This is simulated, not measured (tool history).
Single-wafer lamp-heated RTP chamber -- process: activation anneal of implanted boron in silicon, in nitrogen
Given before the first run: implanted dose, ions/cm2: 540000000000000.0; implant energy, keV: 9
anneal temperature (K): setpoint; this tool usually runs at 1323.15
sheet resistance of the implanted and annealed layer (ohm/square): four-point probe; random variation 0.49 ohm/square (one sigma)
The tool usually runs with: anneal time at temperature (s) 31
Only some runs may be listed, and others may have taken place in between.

| run | hour | anneal temperature (K) | anneal time at temperature (s) | read-back reference wafer on the same gauge, sheet resistance | sheet resistance of the implanted and annealed layer (ohm/square) |
|---|---|---|---|---|---|
| 1 | 0.0 | 1323.15 | 31 | 206.04 | 221.31 |
| 2 | 9.3 | 1323.15 | 31 | 206.01 | 221.60 |
| 3 | 18.8 | 1323.15 | 31 | 205.96 | 221.78 |
|  | 36.2 | pyrometer window cleaned and pyrometer calibrated |
| 4 | 36.7 | 1331.15 | 37 | 206.01 | 219.80 |
| 5 | 40.5 | 1303.15 | 31 | 205.95 | 222.39 |
| 6 | 58.1 | 1335.15 | 38 | 205.94 | 217.76 |
| 7 | 72.0 | 1335.15 | 38 | 206.09 | 219.81 |
| 8 | 87.3 | 1335.15 | 38 | 206.07 | 218.95 |
| 9 | 132.6 | 1323.15 | 39 | 206.07 | 220.30 |
| 10 | 146.7 | 1323.15 | 39 | 206.00 | 219.19 |
|  | 160.5 | reflector plate cleaned |
| 11 | 161.0 | 1323.15 | 39 | 206.05 | 220.09 |
| 12 | 161.9 | 1323.15 | 31 | 206.01 | 221.36 |
| 13 | 179.3 | 1305.15 | 37 | 205.96 | 221.55 |
| 14 | 192.7 | 1296.15 | 23 | 206.10 | 223.76 |
| 15 | 208.4 | 1334.15 | 43 | 205.96 | 217.34 |
| 16 | 214.9 | 1334.15 | 39 | 205.99 | 219.03 |
| 17 | 232.2 | 1347.15 | 31 | 206.09 | 218.47 |
|  | 242.7 | pyrometer window cleaned and pyrometer calibrated |
| 18 | 248.1 | 1323.15 | 43 | 206.05 | 219.20 |
|  | 252.2 | gauge calibrated |
| 19 | 263.7 | 1352.15 | 19 | 205.94 | 221.29 |

Forecast run 20:
| 20 | 280.7 | 1323.15 | 31 | ? | ? |

{"run 20": {"read-back reference wafer on the same gauge, sheet resistance": 206.09, "sheet resistance of the implanted and annealed layer (ohm/square)": 221.24}}
With the hidden condition absent and the run-to-run variation left alone, this run would have shown sheet resistance of the implanted and annealed layer (ohm/square) 221.24.
